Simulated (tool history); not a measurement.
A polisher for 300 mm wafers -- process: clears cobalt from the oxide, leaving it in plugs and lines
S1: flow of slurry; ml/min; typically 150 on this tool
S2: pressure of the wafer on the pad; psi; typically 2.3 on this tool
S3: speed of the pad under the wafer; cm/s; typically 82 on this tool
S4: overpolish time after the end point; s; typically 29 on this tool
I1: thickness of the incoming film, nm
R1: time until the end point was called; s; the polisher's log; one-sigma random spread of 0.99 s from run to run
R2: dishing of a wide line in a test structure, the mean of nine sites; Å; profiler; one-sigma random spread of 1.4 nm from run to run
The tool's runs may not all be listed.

run,hour,S1,S2,S3,S4,I1,R1,R2
1,0,125,2.3,82,29,350.4,79.3,613
2,62.1,125,2.3,82,29,357.4,79.9,629
3,88.1,125,2.3,82,29,349.6,78.4,617
4,144.5,150,2.3,82,38,349.9,74.4,664
# hour 173.5: worn pad replaced by a new one
5,174.5,150,2.3,82,38,346.7,75.4,645
6,232.9,150,2.3,82,38,348.5,72.8,669
7,285.9,150,2.3,82,29,353.7,72.9,607
8,352.4,150,2.3,82,29,351.7,73.2,611
# hour 384.8: worn pad replaced by a new one
# hour 385: head pressure recalibrated
9,420,150,2.3,82,29,354.1,88,574
10,487.9,150,2.3,82,29,348.8,86.2,585
11,556.7,150,2.3,82,29,353.5,85.1,570
12,589.4,150,2.3,82,29,345.3,84.2,604
13,623.2,110,2.3,82,29,355.5,93.8,580
# hour 646.4: worn pad replaced by a new one
# hour 657: slurry nozzle cleaned
14,677.1,185,2.3,82,29,355,81.9,602
15,718.3,150,2,60,29,352,133,469
16,772.1,150,1.8,64,18,351,138.3,356
17,796.8,150,2.3,82,29,349.5,85.6,576
18,867.7,150,2.3,82,29,350.2,85.8,603
# hour 908.5: worn pad replaced by a new one
19,914.5,150,2.3,82,34,351.3,83.1,610
20,953.8,150,2.3,82,29,352.7,83.9,603
21,1009.6,115,2.3,94,40,343.4,77,673
22,1037.2,165,2.1,96,39,347.4,77.1,651
23,1078.2,180,1.7,56,36,346,158.9,485
24,1115.8,150,2.3,58,29,351.1,117.8,509
25,1142.6,150,2.3,82,29,355.5,84.2,583
# hour 1171.8: worn pad replaced by a new one
26,1175.8,150,3,94,23,348.3,54.7,603

Alternative continuations, all from the tool just after run 26; predict every row:
A,1176.3,150,2.6,82,29,351.4,?,?
B,1176.3,180,2.3,82,29,351.4,?,?
C,1176.3,190,2.3,92,23,351.4,?,?

run,R1,R2
A,73.2,596
B,80.2,579
C,71,556
With the hidden condition removed and each run's random variation left untouched, the same runs would have given:
run,R1,R2
A,74.3,593
B,81.5,576
C,72.1,553
